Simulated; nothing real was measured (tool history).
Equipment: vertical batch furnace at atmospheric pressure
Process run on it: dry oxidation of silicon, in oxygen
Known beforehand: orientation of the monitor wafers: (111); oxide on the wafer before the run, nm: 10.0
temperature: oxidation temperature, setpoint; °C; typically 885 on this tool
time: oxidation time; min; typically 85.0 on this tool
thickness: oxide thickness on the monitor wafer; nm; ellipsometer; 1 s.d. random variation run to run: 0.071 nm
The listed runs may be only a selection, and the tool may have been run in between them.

run,hour,temperature,time,"read-back reference wafer on the same gauge, thickness",thickness
1,0.0,885,85.0,37.90,30.56
2,73.7,885,85.0,37.89,30.49
3,168.5,885,95.5,37.90,32.66
4,269.9,885,95.5,37.90,32.61
5,370.9,885,95.5,37.90,32.60
# hour 426.0: boat lift adjusted
6,426.5,885,85.0,37.91,31.48
7,503.5,885,85.0,37.90,31.54
8,580.2,885,85.0,37.87,31.40
9,632.2,885,85.0,37.89,31.44
# hour 662.2: thermocouples replaced and temperature profile calibrated
10,706.1,892,111.5,37.90,39.28
11,776.6,885,103.0,37.90,35.19
# hour 777.6: gauge calibrated
12,868.1,885,85.0,37.90,31.22
13,904.8,885,85.0,37.91,31.30
14,985.9,906,85.0,37.91,37.67
15,1022.0,874,63.5,37.89,24.37
16,1084.6,898,123.0,37.91,43.74
17,1141.3,866,53.5,37.88,21.01
18,1210.6,885,68.0,37.91,27.58

Some steps in thickness, run to run, broken into two amounts with sign: the step expected even without the hidden condition (settings, incoming material, random variation), and the rest, left for the hidden condition together with whatever gauge scatter is not in both the measured and the hidden-condition-free result:
Hidden state at play: true tube temperature minus thermocouple reading, K; monitor wafer colder than the profiled boat position, K; gauge reads high (%).
Run 5 -> 6: time 95.5 -> 85.0, boat lift adjusted. thickness -1.12 nm: hidden state +1.13, all else -2.25.
Run 16 -> 17: temperature 898 -> 866, time 123.0 -> 53.5. thickness -22.73 nm: hidden state +0.38, all else -23.11.
